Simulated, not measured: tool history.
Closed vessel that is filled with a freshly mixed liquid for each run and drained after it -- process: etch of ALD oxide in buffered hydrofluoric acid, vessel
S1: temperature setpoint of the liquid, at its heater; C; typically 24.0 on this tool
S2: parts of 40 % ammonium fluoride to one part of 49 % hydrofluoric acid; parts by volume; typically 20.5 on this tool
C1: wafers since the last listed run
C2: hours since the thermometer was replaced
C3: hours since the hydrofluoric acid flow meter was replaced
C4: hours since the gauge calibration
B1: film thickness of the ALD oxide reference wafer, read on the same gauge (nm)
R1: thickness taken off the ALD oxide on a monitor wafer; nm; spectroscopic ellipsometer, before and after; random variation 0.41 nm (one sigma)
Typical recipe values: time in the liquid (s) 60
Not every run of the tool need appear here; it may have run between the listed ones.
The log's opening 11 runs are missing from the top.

{"run": 12, "hour": 390.6, "S1": 24.0, "S2": 20.5, "time in the liquid (s)": 85, "C1": 1506, "C2": 662.9, "C3": 569.4, "C4": 179.9, "B1": 89.99, "R1": 107.08}
{"run": 13, "hour": 416.2, "S1": 24.0, "S2": 20.5, "time in the liquid (s)": 40, "C1": 2141, "C2": 688.5, "C3": 595.0, "C4": 205.5, "B1": 89.98, "R1": 50.0}
{"run": 14, "hour": 443.5, "S1": 21.5, "S2": 24.0, "time in the liquid (s)": 45, "C1": 2284, "C2": 715.8, "C3": 622.3, "C4": 232.8, "B1": 90.01, "R1": 43.6}
{"hour": 467.7, "done": "thermometer replaced"}
{"run": 15, "hour": 508.3, "S1": 24.0, "S2": 15.5, "time in the liquid (s)": 60, "C1": 5338, "C2": 40.6, "C3": 687.1, "C4": 297.6, "B1": 89.97, "R1": 100.09}
{"run": 16, "hour": 537.8, "S1": 24.0, "S2": 20.5, "time in the liquid (s)": 60, "C1": 2468, "C2": 70.1, "C3": 716.6, "C4": 327.1, "B1": 90.02, "R1": 76.44}
{"run": 17, "hour": 571.5, "S1": 27.5, "S2": 20.5, "time in the liquid (s)": 75, "C1": 2819, "C2": 103.8, "C3": 750.3, "C4": 360.8, "B1": 90.02, "R1": 114.86}
{"run": 18, "hour": 586.6, "S1": 27.0, "S2": 13.0, "time in the liquid (s)": 40, "C1": 1263, "C2": 118.9, "C3": 765.4, "C4": 375.9, "B1": 89.98, "R1": 93.11}
{"run": 19, "hour": 622.5, "S1": 24.0, "S2": 20.5, "time in the liquid (s)": 60, "C1": 3003, "C2": 154.8, "C3": 801.3, "C4": 411.8, "B1": 89.99, "R1": 76.45}
{"run": 20, "hour": 654.2, "S1": 22.5, "S2": 14.0, "time in the liquid (s)": 85, "C1": 2652, "C2": 186.5, "C3": 833.0, "C4": 443.5, "B1": 89.95, "R1": 145.71}
{"run": 21, "hour": 680.2, "S1": 24.0, "S2": 20.5, "time in the liquid (s)": 60, "C1": 2175, "C2": 212.5, "C3": 859.0, "C4": 469.5, "B1": 90.05, "R1": 77.7}
{"run": 22, "hour": 710.1, "S1": 21.0, "S2": 20.5, "time in the liquid (s)": 35, "C1": 2501, "C2": 242.4, "C3": 888.9, "C4": 499.4, "B1": 90.05, "R1": 38.04}
{"run": 23, "hour": 730.7, "S1": 24.0, "S2": 20.5, "time in the liquid (s)": 60, "C1": 1723, "C2": 263.0, "C3": 909.5, "C4": 520.0, "B1": 90.0, "R1": 77.72}
{"run": 24, "hour": 757.7, "S1": 24.0, "S2": 14.0, "time in the liquid (s)": 60, "C1": 2259, "C2": 290.0, "C3": 936.5, "C4": 547.0, "B1": 90.02, "R1": 113.17}

Run 25 comes next. What will it give?
{"hour": 762.1, "done": "hydrofluoric acid flow meter replaced"}
{"run": 25, "hour": 779.6, "S1": 24.0, "S2": 20.5, "time in the liquid (s)": 60, "C1": 1748, "C2": 311.9, "C3": 17.5, "C4": 568.9, "B1": "?", "R1": "?"}

Logged for run 25: B1 89.97, R1 72.93 nm.
The same run, on a tool lacking any hidden state, would have yielded R1 72.48 nm.
